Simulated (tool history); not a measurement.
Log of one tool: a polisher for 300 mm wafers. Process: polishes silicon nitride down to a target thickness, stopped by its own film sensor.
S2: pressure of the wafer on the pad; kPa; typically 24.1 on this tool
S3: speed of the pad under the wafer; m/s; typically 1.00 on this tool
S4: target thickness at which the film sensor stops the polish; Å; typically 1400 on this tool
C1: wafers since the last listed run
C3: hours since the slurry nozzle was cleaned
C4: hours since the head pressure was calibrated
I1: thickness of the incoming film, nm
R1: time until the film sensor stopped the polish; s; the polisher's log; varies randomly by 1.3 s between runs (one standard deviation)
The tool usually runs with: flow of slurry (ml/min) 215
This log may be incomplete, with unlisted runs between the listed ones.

Run 1, day 0.000: usual settings; C1 0; wafers polished on this pad 29; C3 455.6; C4 209.5; I1 338.3. Result: R1 108.8 s.
At day 0.608: slurry nozzle cleaned.
Run 2, day 0.888: usual settings; C1 248; wafers polished on this pad 277; C3 6.7; C4 230.8; I1 343.6. Result: R1 110.1 s.
Run 3, day 1.808: usual settings; C1 270; wafers polished on this pad 547; C3 28.8; C4 252.9; I1 332.5. Result: R1 105.5 s.
Run 4, day 2.617: usual settings; C1 237; wafers polished on this pad 785; C3 48.2; C4 272.3; I1 339.3. Result: R1 108.7 s.
Run 5, day 3.617: usual settings; C1 293; wafers polished on this pad 1078; C3 72.2; C4 296.3; I1 342.1. Result: R1 109.9 s.
Run 6, day 4.562: usual settings; C1 277; wafers polished on this pad 1356; C3 94.9; C4 319.0; I1 341.4. Result: R1 114.3 s.
At day 5.462: head pressure recalibrated.
Run 7, day 5.958: usual settings; C1 385; wafers polished on this pad 1741; C3 128.4; C4 11.9; I1 340.2. Result: R1 116.0 s.
Run 8, day 6.533: usual settings but S4 1160 Å; C1 168; wafers polished on this pad 1910; C3 142.2; C4 25.7; I1 339.0. Result: R1 128.9 s.
Run 9, day 7.092: usual settings but flow of slurry (ml/min) 185, S4 1080 Å; C1 163; wafers polished on this pad 2074; C3 155.6; C4 39.1; I1 338.5. Result: R1 135.0 s.
Run 10, day 7.833: usual settings but flow of slurry (ml/min) 185, S4 1080 Å; C1 217; wafers polished on this pad 2292; C3 173.4; C4 56.9; I1 340.2. Result: R1 143.1 s.
At day 8.667: worn pad replaced by a new one, of another model than before.
Run 11, day 8.896: usual settings but S3 0.74 m/s; C1 263; wafers polished on this pad 67; C3 198.9; C4 82.4; I1 339.8. Result: R1 148.8 s.
Run 12, day 9.746: usual settings but S3 0.72 m/s; C1 249; wafers polished on this pad 317; C3 219.3; C4 102.8; I1 334.7. Result: R1 153.0 s.
Run 13, day 10.392: usual settings but S3 0.72 m/s; C1 189; wafers polished on this pad 506; C3 234.8; C4 118.3; I1 335.8. Result: R1 147.1 s.
Run 14, day 11.496: usual settings but S3 0.72 m/s; C1 324; wafers polished on this pad 831; C3 261.3; C4 144.8; I1 340.8. Result: R1 154.0 s.
Run 15, day 12.379: usual settings; C1 259; wafers polished on this pad 1090; C3 282.5; C4 166.0; I1 340.3. Result: R1 112.5 s.
Run 16, day 13.138: usual settings; C1 222; wafers polished on this pad 1313; C3 300.7; C4 184.2; I1 338.1. Result: R1 112.1 s.
Run 17, day 13.908: usual settings but flow of slurry (ml/min) 240; C1 226; wafers polished on this pad 1539; C3 319.2; C4 202.7; I1 336.7. Result: R1 108.9 s.
Run 18, day 16.558: usual settings but S2 27.6 kPa; C1 778; wafers polished on this pad 2317; C3 382.8; C4 266.3; I1 339.1. Result: R1 105.0 s.
Run 19, day 17.408: usual settings but S3 1.34 m/s, S4 1960 Å; C1 249; wafers polished on this pad 2567; C3 403.2; C4 286.7; I1 339.1. Result: R1 67.4 s.
At day 18.000: worn pad replaced by a new one.
Run 20, day 18.888: usual settings; C1 385; wafers polished on this pad 261; C3 438.7; C4 322.2; I1 344.0. Result: R1 111.4 s.
At day 19.658: head pressure recalibrated.
Run 21, day 22.271: usual settings but flow of slurry (ml/min) 250, S4 1070 Å; C1 969; wafers polished on this pad 1230; C3 519.9; C4 62.7; I1 335.5. Result: R1 124.7 s.
Run 22, day 23.412: usual settings but flow of slurry (ml/min) 275, S4 980 Å; C1 335; wafers polished on this pad 1565; C3 547.3; C4 90.1; I1 334.9. Result: R1 129.5 s.
At day 24.396: slurry nozzle cleaned.
Run 23, day 24.412: usual settings; C1 281; wafers polished on this pad 1846; C3 0.4; C4 114.1; I1 333.1. Result: R1 110.1 s.
Run 24, day 25.325: usual settings but flow of slurry (ml/min) 260, S2 15.9 kPa, S3 1.30 m/s, S4 1940 Å; C1 267; wafers polished on this pad 2114; C3 22.3; C4 136.0; I1 340.7. Result: R1 97.2 s.
Run 25, day 26.367: usual settings but flow of slurry (ml/min) 285, S4 1940 Å; C1 305; wafers polished on this pad 2420; C3 47.3; C4 161.0; I1 344.2. Result: R1 88.1 s.
Run 26, day 27.200: usual settings but flow of slurry (ml/min) 185, S4 1080 Å; C1 244; wafers polished on this pad 2665; C3 67.3; C4 181.0; I1 340.4. Result: R1 150.3 s.
At day 28.379: worn pad replaced by a new one.
Run 27, day 28.400: usual settings but flow of slurry (ml/min) 195, S3 0.68 m/s, S4 1130 Å; C1 303; wafers polished on this pad 6; C3 96.1; C4 209.8; I1 338.4. Result: R1 187.3 s.
Run 28, day 29.567: usual settings but flow of slurry (ml/min) 255, S2 30.3 kPa; C1 342; wafers polished on this pad 349; C3 124.1; C4 237.8; I1 340.9. Result: R1 83.9 s.
Run 29, day 30.667: usual settings but flow of slurry (ml/min) 285, S3 0.74 m/s, S4 900 Å; C1 323; wafers polished on this pad 672; C3 150.5; C4 264.2; I1 343.5. Result: R1 179.0 s.
At day 31.533: head pressure recalibrated.
Run 30, day 32.121: usual settings but S2 17.2 kPa; C1 402; wafers polished on this pad 1074; C3 185.4; C4 14.1; I1 337.5. Result: R1 152.7 s.
Run 31, day 32.988: usual settings but flow of slurry (ml/min) 285, S2 18.6 kPa, S4 770 Å; C1 254; wafers polished on this pad 1329; C3 206.2; C4 34.9; I1 341.4. Result: R1 187.7 s.
Run 32, day 34.083: usual settings but S3 0.70 m/s; C1 321; wafers polished on this pad 1650; C3 232.5; C4 61.2; I1 340.7. Result: R1 165.0 s.
Run 33, day 35.262: usual settings but flow of slurry (ml/min) 185; C1 346; wafers polished on this pad 1997; C3 260.8; C4 89.5; I1 338.9. Result: R1 123.5 s.
Run 34, day 36.321: usual settings; C1 310; wafers polished on this pad 2307; C3 286.2; C4 114.9; I1 338.6. Result: R1 118.5 s.
Run 35, day 37.558: usual settings but S3 0.86 m/s; C1 363; wafers polished on this pad 2671; C3 315.9; C4 144.6; I1 336.0. Result: R1 138.7 s.
At day 37.975: worn pad replaced by a new one.
Run 36, day 38.846: usual settings but S4 2060 Å; C1 329; wafers polished on this pad 255; C3 346.8; C4 175.5; I1 336.5. Result: R1 71.3 s.
Run 37, day 40.088: usual settings but flow of slurry (ml/min) 155, S2 30.3 kPa; C1 364; wafers polished on this pad 619; C3 376.6; C4 205.3; I1 345.1. Result: R1 99.8 s.
Run 38, day 41.496: usual settings but flow of slurry (ml/min) 185, S3 1.32 m/s; C1 413; wafers polished on this pad 1033; C3 410.4; C4 239.1; I1 336.9. Result: R1 88.4 s.

3 ways to go on from here, each from the tool as it stands after run 38. What would each give?
Run A, day 41.512: usual settings but S3 1.34 m/s; C1 4; wafers polished on this pad 1038; C3 410.8; C4 239.5; I1 343.1. Result: R1 ?.
Run B, day 41.512: usual settings but S3 0.88 m/s, S4 1890 Å; C1 4; wafers polished on this pad 1038; C3 410.8; C4 239.5; I1 343.1. Result: R1 ?.
Run C, day 41.512: usual settings but S2 26.2 kPa, S4 2000 Å; C1 4; wafers polished on this pad 1038; C3 410.8; C4 239.5; I1 343.1. Result: R1 ?.

run    R1
  A  86.5
  B  97.8
  C  74.0
What these runs would have given with no unlogged condition in the tool:
run    R1
  A  83.7
  B  94.6
  C  71.6

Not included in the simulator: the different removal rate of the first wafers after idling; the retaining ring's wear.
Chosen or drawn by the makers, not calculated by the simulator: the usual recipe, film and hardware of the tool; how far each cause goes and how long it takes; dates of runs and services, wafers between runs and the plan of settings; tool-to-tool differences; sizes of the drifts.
